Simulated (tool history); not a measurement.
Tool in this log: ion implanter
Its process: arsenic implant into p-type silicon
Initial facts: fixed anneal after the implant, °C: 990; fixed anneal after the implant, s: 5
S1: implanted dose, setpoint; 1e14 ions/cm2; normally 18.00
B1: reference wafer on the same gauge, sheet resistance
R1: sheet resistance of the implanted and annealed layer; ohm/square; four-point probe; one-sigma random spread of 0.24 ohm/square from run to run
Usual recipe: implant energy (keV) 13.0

{"run": 1, "hour": 0.0, "S1": 14.8, "implant energy (keV)": 13.0, "B1": 182.05, "R1": 166.6}
{"run": 2, "hour": 34.8, "S1": 14.8, "implant energy (keV)": 13.0, "B1": 181.93, "R1": 166.48}
{"run": 3, "hour": 66.3, "S1": 18.0, "implant energy (keV)": 11.5, "B1": 182.0, "R1": 170.19}
{"run": 4, "hour": 90.6, "S1": 18.0, "implant energy (keV)": 11.5, "B1": 181.97, "R1": 170.23}
{"run": 5, "hour": 123.5, "S1": 18.0, "implant energy (keV)": 12.0, "B1": 181.99, "R1": 167.59}
{"run": 6, "hour": 191.9, "S1": 18.0, "implant energy (keV)": 12.0, "B1": 181.93, "R1": 167.52}
{"run": 7, "hour": 213.8, "S1": 18.0, "implant energy (keV)": 12.0, "B1": 182.05, "R1": 167.48}
{"run": 8, "hour": 239.5, "S1": 18.0, "implant energy (keV)": 13.0, "B1": 181.98, "R1": 162.35}
{"hour": 264.7, "done": "Faraday cup replaced and dose calibrated"}
{"run": 9, "hour": 269.2, "S1": 18.0, "implant energy (keV)": 13.0, "B1": 181.98, "R1": 162.9}
{"run": 10, "hour": 295.0, "S1": 18.0, "implant energy (keV)": 13.0, "B1": 182.02, "R1": 162.68}
{"run": 11, "hour": 325.2, "S1": 18.0, "implant energy (keV)": 13.0, "B1": 182.01, "R1": 162.69}
{"run": 12, "hour": 360.9, "S1": 18.0, "implant energy (keV)": 13.0, "B1": 181.99, "R1": 162.59}
{"hour": 374.4, "done": "extraction supply calibrated"}
{"hour": 376.2, "done": "Faraday cup replaced and dose calibrated, repeated, since the last time left the tool worse"}
{"run": 13, "hour": 383.5, "S1": 18.0, "implant energy (keV)": 12.0, "B1": 181.93, "R1": 167.07}
{"run": 14, "hour": 414.6, "S1": 18.0, "implant energy (keV)": 16.0, "B1": 182.04, "R1": 148.07}
{"run": 15, "hour": 463.4, "S1": 18.0, "implant energy (keV)": 12.0, "B1": 182.03, "R1": 166.51}
{"run": 16, "hour": 480.1, "S1": 13.65, "implant energy (keV)": 8.5, "B1": 182.06, "R1": 194.78}
{"run": 17, "hour": 500.1, "S1": 22.8, "implant energy (keV)": 9.5, "B1": 182.03, "R1": 175.47}
{"hour": 512.2, "done": "gauge calibrated"}
{"run": 18, "hour": 530.9, "S1": 22.8, "implant energy (keV)": 9.5, "B1": 182.08, "R1": 175.58}
{"run": 19, "hour": 560.7, "S1": 18.0, "implant energy (keV)": 13.0, "B1": 181.98, "R1": 161.57}
{"run": 20, "hour": 590.4, "S1": 18.0, "implant energy (keV)": 11.5, "B1": 181.95, "R1": 169.2}
{"run": 21, "hour": 624.2, "S1": 14.87, "implant energy (keV)": 12.0, "B1": 182.08, "R1": 170.64}
{"run": 22, "hour": 655.5, "S1": 22.44, "implant energy (keV)": 17.5, "B1": 182.07, "R1": 138.68}
{"run": 23, "hour": 686.1, "S1": 22.72, "implant energy (keV)": 15.0, "B1": 182.03, "R1": 148.82}
{"run": 24, "hour": 731.2, "S1": 22.27, "implant energy (keV)": 10.0, "B1": 181.99, "R1": 173.37}
{"run": 25, "hour": 757.5, "S1": 12.81, "implant energy (keV)": 16.0, "B1": 181.96, "R1": 156.95}

4 ways to go on from here, each from the tool as it stands after run 25. What would each give?
{"run": "A", "hour": 757.9, "S1": 18.0, "implant energy (keV)": 13.0, "B1": "?", "R1": "?"}
{"run": "B", "hour": 757.9, "S1": 14.39, "implant energy (keV)": 13.0, "B1": "?", "R1": "?"}
{"run": "C", "hour": 757.9, "S1": 21.15, "implant energy (keV)": 8.5, "B1": "?", "R1": "?"}
{"run": "D", "hour": 757.9, "S1": 14.82, "implant energy (keV)": 10.0, "B1": "?", "R1": "?"}

run=A B1=182.01 R1=161.56
run=B B1=182.01 R1=166.54
run=C B1=182.01 R1=183.71
run=D B1=182.01 R1=182.42
Without the tool's unlogged condition, the same runs would have read:
run=A R1=161.37
run=B R1=166.30
run=C R1=183.47
run=D R1=182.18
